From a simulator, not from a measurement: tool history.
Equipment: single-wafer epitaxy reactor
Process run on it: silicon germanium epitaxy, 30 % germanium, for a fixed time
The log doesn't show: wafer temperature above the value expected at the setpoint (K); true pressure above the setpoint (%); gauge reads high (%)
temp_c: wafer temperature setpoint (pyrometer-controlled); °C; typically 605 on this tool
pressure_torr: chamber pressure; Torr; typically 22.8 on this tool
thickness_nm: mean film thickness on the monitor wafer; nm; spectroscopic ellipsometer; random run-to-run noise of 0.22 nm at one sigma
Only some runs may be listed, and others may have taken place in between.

run   hour  temp_c  pressure_torr  wafers since the last listed run  hours since the last pyrometer calibration  hours since the last manometer calibration  hours since the showerhead was replaced  hours since the gauge calibration  read-back reference wafer on the same gauge, thickness_nm  thickness_nm
  1      0     612           22.8                                 0                                      1513.4                                         977                                     2309                               81.5                                                     54.999        66.196
  2   11.6     612           22.8                               160                                        1525                                       988.6                                   2320.6                               93.1                                                     54.969        66.244
  3   22.5     612           22.8                               150                                      1535.9                                       999.5                                   2331.5                                104                                                     55.022        66.355
  4   36.9     605           22.8                               198                                      1550.3                                      1013.9                                   2345.9                              118.4                                                     54.985        59.551
  5   49.7     605           22.8                               176                                      1563.1                                      1026.7                                   2358.7                              131.2                                                     55.014        59.365
  6   61.9     605           22.8                               168                                      1575.3                                      1038.9                                   2370.9                              143.4                                                     55.068        59.313
  7   90.9     605           22.8                               400                                      1604.3                                      1067.9                                   2399.9                              172.4                                                     55.019        59.409
  8   98.3     605           22.8                               102                                      1611.7                                      1075.3                                   2407.3                              179.8                                                      54.93        59.244
  9  110.4     605           24.1                               167                                      1623.8                                      1087.4                                   2419.4                              191.9                                                     54.985        60.016
 10  121.6     605           24.1                               154                                        1635                                      1098.6                                   2430.6                              203.1                                                     54.969        60.174
 11  138.1     605           24.1                               227                                      1651.5                                      1115.1                                   2447.1                              219.6                                                     55.009        60.545
     152.3  -- pyrometer calibrated
 12  152.8     605           22.8                                92                                         0.5                                      1129.8                                   2461.8                              234.3                                                     54.966        71.506
 13  159.9     605           22.8                                98                                         7.6                                      1136.9                                   2468.9                              241.4                                                     55.036         71.02
 14  167.7     605           22.8                               107                                        15.4                                      1144.7                                   2476.7                              249.2                                                     55.049        71.466
 15  182.7     605           17.6                               207                                        30.4                                      1159.7                                   2491.7                              264.2                                                     55.079         65.18
     195.3  -- showerhead replaced
 16  195.8     620           18.3                                70                                        43.5                                      1172.8                                      0.5                              277.3                                                      55.01        83.055
     200.2  -- gauge calibrated
 17  205.1     617           18.4                               128                                        52.8                                      1182.1                                      9.8                                4.9                                                     54.982         79.69
 18  216.7     611           17.6                               160                                        64.4                                      1193.7                                     21.4                               16.5                                                     55.044        71.359
     224.8  -- pyrometer calibrated, repeated, since the last time left the tool worse
 19  227.4     596           26.6                                37                                         2.6                                      1204.4                                     32.1                               27.2                                                     54.997        57.938
 20  249.3     600           22.8                               302                                        24.5                                      1226.3                                       54                               49.1                                                     54.912        58.182
       261  -- capacitance manometer re-zeroed and calibrated
 21  266.9     611           24.5                               132                                        42.1                                         5.9                                     71.6                               66.7                                                     54.967        70.937
 22    279     613           19.1                               167                                        54.2                                          18                                     83.7                               78.8                                                     55.054        67.396
 23  289.1     592           20.2                               139                                        64.3                                        28.1                                     93.8                               88.9                                                     54.976        48.941
 24  296.1     599           19.8                                96                                        71.3                                        35.1                                    100.8                               95.9                                                     54.969        54.453
 25  306.2     605           22.8                               139                                        81.4                                        45.2                                    110.9                                106                                                     54.996        62.871
 26  316.2     605           25.8                               138                                        91.4                                        55.2                                    120.9                                116                                                     55.009        65.796
 27  326.6     605           22.8                               143                                       101.8                                        65.6                                    131.3                              126.4                                                      54.98        62.891
 28  336.4     610           25.3                               135                                       111.6                                        75.4                                    141.1                              136.2                                                         55        70.363
 29  344.3     605           22.8                               109                                       119.5                                        83.3                                      149                              144.1                                                     54.973        62.835

Below are 3 alternative next runs, each starting from the tool's condition after run 29. Predict each:
  A  344.7     605           22.8                                 5                                       119.9                                        83.7                                    149.4                              144.5                                                          ?             ?
  B  344.7     598           17.3                                 5                                       119.9                                        83.7                                    149.4                              144.5                                                          ?             ?
  C  344.7     597             27                                 5                                       119.9                                        83.7                                    149.4                              144.5                                                          ?             ?

run  read-back reference wafer on the same gauge, thickness_nm  thickness_nm
  A                                                     55.031        62.992
  B                                                     55.031        51.188
  C                                                     55.031        58.839
With no hidden state in the tool, these same runs would have given:
run  thickness_nm
  A         63.39
  B        51.516
  C        59.217
